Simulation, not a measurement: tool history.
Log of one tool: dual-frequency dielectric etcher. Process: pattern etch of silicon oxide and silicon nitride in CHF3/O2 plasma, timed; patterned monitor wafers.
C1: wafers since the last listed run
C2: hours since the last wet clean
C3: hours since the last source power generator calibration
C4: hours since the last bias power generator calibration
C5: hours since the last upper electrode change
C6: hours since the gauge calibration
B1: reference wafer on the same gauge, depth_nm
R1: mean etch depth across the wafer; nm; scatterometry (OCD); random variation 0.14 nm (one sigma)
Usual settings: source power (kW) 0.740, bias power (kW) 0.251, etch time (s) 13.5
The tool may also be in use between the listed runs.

run 1 hour=0.0 | source_power_(kW)=0.740 bias_power_(kW)=0.251 etch_time_(s)=13.5 | C1=0 C2=133.7 C3=2063.5 C4=1962.8 C5=4578.2 C6=119.6 | B1=26.29 | R1=25.15
run 2 hour=14.0 | source_power_(kW)=0.740 bias_power_(kW)=0.251 etch_time_(s)=13.5 | C1=224 C2=147.7 C3=2077.5 C4=1976.8 C5=4592.2 C6=133.6 | B1=26.27 | R1=25.26
run 3 hour=31.6 | source_power_(kW)=0.740 bias_power_(kW)=0.251 etch_time_(s)=13.5 | C1=282 C2=165.3 C3=2095.1 C4=1994.4 C5=4609.8 C6=151.2 | B1=26.31 | R1=24.96
run 4 hour=49.1 | source_power_(kW)=0.740 bias_power_(kW)=0.251 etch_time_(s)=13.5 | C1=280 C2=182.8 C3=2112.6 C4=2011.9 C5=4627.3 C6=168.7 | B1=26.31 | R1=25.13
run 5 hour=73.0 | source_power_(kW)=0.660 bias_power_(kW)=0.251 etch_time_(s)=13.5 | C1=383 C2=206.7 C3=2136.5 C4=2035.8 C5=4651.2 C6=192.6 | B1=26.23 | R1=23.28
run 6 hour=97.4 | source_power_(kW)=0.660 bias_power_(kW)=0.251 etch_time_(s)=13.5 | C1=391 C2=231.1 C3=2160.9 C4=2060.2 C5=4675.6 C6=217.0 | B1=26.30 | R1=23.47
run 7 hour=112.2 | source_power_(kW)=0.740 bias_power_(kW)=0.251 etch_time_(s)=13.5 | C1=237 C2=245.9 C3=2175.7 C4=2075.0 C5=4690.4 C6=231.8 | B1=26.31 | R1=25.28
run 8 hour=172.4 | source_power_(kW)=0.740 bias_power_(kW)=0.251 etch_time_(s)=13.5 | C1=965 C2=306.1 C3=2235.9 C4=2135.2 C5=4750.6 C6=292.0 | B1=26.31 | R1=25.33
run 9 hour=189.9 | source_power_(kW)=0.740 bias_power_(kW)=0.251 etch_time_(s)=13.5 | C1=280 C2=323.6 C3=2253.4 C4=2152.7 C5=4768.1 C6=309.5 | B1=26.29 | R1=25.43
run 10 hour=203.7 | source_power_(kW)=0.740 bias_power_(kW)=0.251 etch_time_(s)=13.5 | C1=221 C2=337.4 C3=2267.2 C4=2166.5 C5=4781.9 C6=323.3 | B1=26.26 | R1=25.43
run 11 hour=230.3 | source_power_(kW)=0.740 bias_power_(kW)=0.251 etch_time_(s)=13.5 | C1=426 C2=364.0 C3=2293.8 C4=2193.1 C5=4808.5 C6=349.9 | B1=26.26 | R1=25.25
run 12 hour=259.8 | source_power_(kW)=0.740 bias_power_(kW)=0.251 etch_time_(s)=13.5 | C1=472 C2=393.5 C3=2323.3 C4=2222.6 C5=4838.0 C6=379.4 | B1=26.26 | R1=25.55
-- hour=351.1 wet clean of the chamber
run 13 hour=351.6 | source_power_(kW)=0.740 bias_power_(kW)=0.251 etch_time_(s)=13.5 | C1=1086 C2=0.5 C3=2415.1 C4=2314.4 C5=4929.8 C6=471.2 | B1=26.30 | R1=24.57
run 14 hour=369.9 | source_power_(kW)=0.740 bias_power_(kW)=0.251 etch_time_(s)=13.5 | C1=293 C2=18.8 C3=2433.4 C4=2332.7 C5=4948.1 C6=489.5 | B1=26.28 | R1=24.60
-- hour=396.3 upper electrode replaced
run 15 hour=401.0 | source_power_(kW)=0.740 bias_power_(kW)=0.251 etch_time_(s)=13.5 | C1=113 C2=49.9 C3=2464.5 C4=2363.8 C5=4.7 C6=520.6 | B1=26.28 | R1=24.78
-- hour=407.2 source power generator calibrated
run 16 hour=429.4 | source_power_(kW)=0.840 bias_power_(kW)=0.251 etch_time_(s)=16.0 | C1=391 C2=78.3 C3=22.2 C4=2392.2 C5=33.1 C6=549.0 | B1=26.26 | R1=31.61
run 17 hour=450.0 | source_power_(kW)=0.680 bias_power_(kW)=0.251 etch_time_(s)=13.5 | C1=330 C2=98.9 C3=42.8 C4=2412.8 C5=53.7 C6=569.6 | B1=26.23 | R1=23.62
-- hour=475.0 bias power generator calibrated
run 18 hour=476.2 | source_power_(kW)=0.910 bias_power_(kW)=0.251 etch_time_(s)=13.5 | C1=355 C2=125.1 C3=69.0 C4=1.2 C5=79.9 C6=595.8 | B1=26.31 | R1=28.13
-- hour=483.3 gauge calibrated
run 19 hour=499.4 | source_power_(kW)=0.900 bias_power_(kW)=0.251 etch_time_(s)=13.5 | C1=371 C2=148.3 C3=92.2 C4=24.4 C5=103.1 C6=16.1 | B1=26.32 | R1=27.84
run 20 hour=527.6 | source_power_(kW)=0.740 bias_power_(kW)=0.251 etch_time_(s)=16.5 | C1=452 C2=176.5 C3=120.4 C4=52.6 C5=131.3 C6=44.3 | B1=26.31 | R1=30.59
run 21 hour=556.0 | source_power_(kW)=0.740 bias_power_(kW)=0.251 etch_time_(s)=13.5 | C1=455 C2=204.9 C3=148.8 C4=81.0 C5=159.7 C6=72.7 | B1=26.30 | R1=24.94
run 22 hour=580.2 | source_power_(kW)=0.740 bias_power_(kW)=0.251 etch_time_(s)=13.5 | C1=387 C2=229.1 C3=173.0 C4=105.2 C5=183.9 C6=96.9 | B1=26.30 | R1=24.95
run 23 hour=616.2 | source_power_(kW)=0.740 bias_power_(kW)=0.251 etch_time_(s)=13.5 | C1=577 C2=265.1 C3=209.0 C4=141.2 C5=219.9 C6=132.9 | B1=26.29 | R1=24.87
run 24 hour=638.7 | source_power_(kW)=0.890 bias_power_(kW)=0.251 etch_time_(s)=11.0 | C1=360 C2=287.6 C3=231.5 C4=163.7 C5=242.4 C6=155.4 | B1=26.30 | R1=22.78
run 25 hour=654.3 | source_power_(kW)=0.860 bias_power_(kW)=0.251 etch_time_(s)=10.0 | C1=250 C2=303.2 C3=247.1 C4=179.3 C5=258.0 C6=171.0 | B1=26.28 | R1=20.38
run 26 hour=675.2 | source_power_(kW)=0.570 bias_power_(kW)=0.251 etch_time_(s)=13.5 | C1=335 C2=324.1 C3=268.0 C4=200.2 C5=278.9 C6=191.9 | B1=26.36 | R1=21.31
run 27 hour=687.8 | source_power_(kW)=0.620 bias_power_(kW)=0.287 etch_time_(s)=11.0 | C1=202 C2=336.7 C3=280.6 C4=212.8 C5=291.5 C6=204.5 | B1=26.31 | R1=19.52

Forecast each of these 5 alternatives for the next run:
run A hour=688.2 | source_power_(kW)=0.740 bias_power_(kW)=0.251 etch_time_(s)=13.5 | C1=6 C2=337.1 C3=281.0 C4=213.2 C5=291.9 C6=204.9 | B1=? | R1=?
run B hour=688.2 | source_power_(kW)=0.740 bias_power_(kW)=0.280 etch_time_(s)=16.0 | C1=6 C2=337.1 C3=281.0 C4=213.2 C5=291.9 C6=204.9 | B1=? | R1=?
run C hour=688.2 | source_power_(kW)=0.820 bias_power_(kW)=0.251 etch_time_(s)=10.5 | C1=6 C2=337.1 C3=281.0 C4=213.2 C5=291.9 C6=204.9 | B1=? | R1=?
run D hour=688.2 | source_power_(kW)=0.740 bias_power_(kW)=0.251 etch_time_(s)=11.0 | C1=6 C2=337.1 C3=281.0 C4=213.2 C5=291.9 C6=204.9 | B1=? | R1=?
run E hour=688.2 | source_power_(kW)=0.800 bias_power_(kW)=0.251 etch_time_(s)=17.0 | C1=6 C2=337.1 C3=281.0 C4=213.2 C5=291.9 C6=204.9 | B1=? | R1=?

run=A B1=26.26 R1=25.46
run=B B1=26.26 R1=31.69
run=C B1=26.26 R1=21.04
run=D B1=26.26 R1=20.75
run=E B1=26.26 R1=33.58
Without the tool's hidden state the same runs would have given:
run=A R1=24.83
run=B R1=30.90
run=C R1=20.51
run=D R1=20.23
run=E R1=32.74
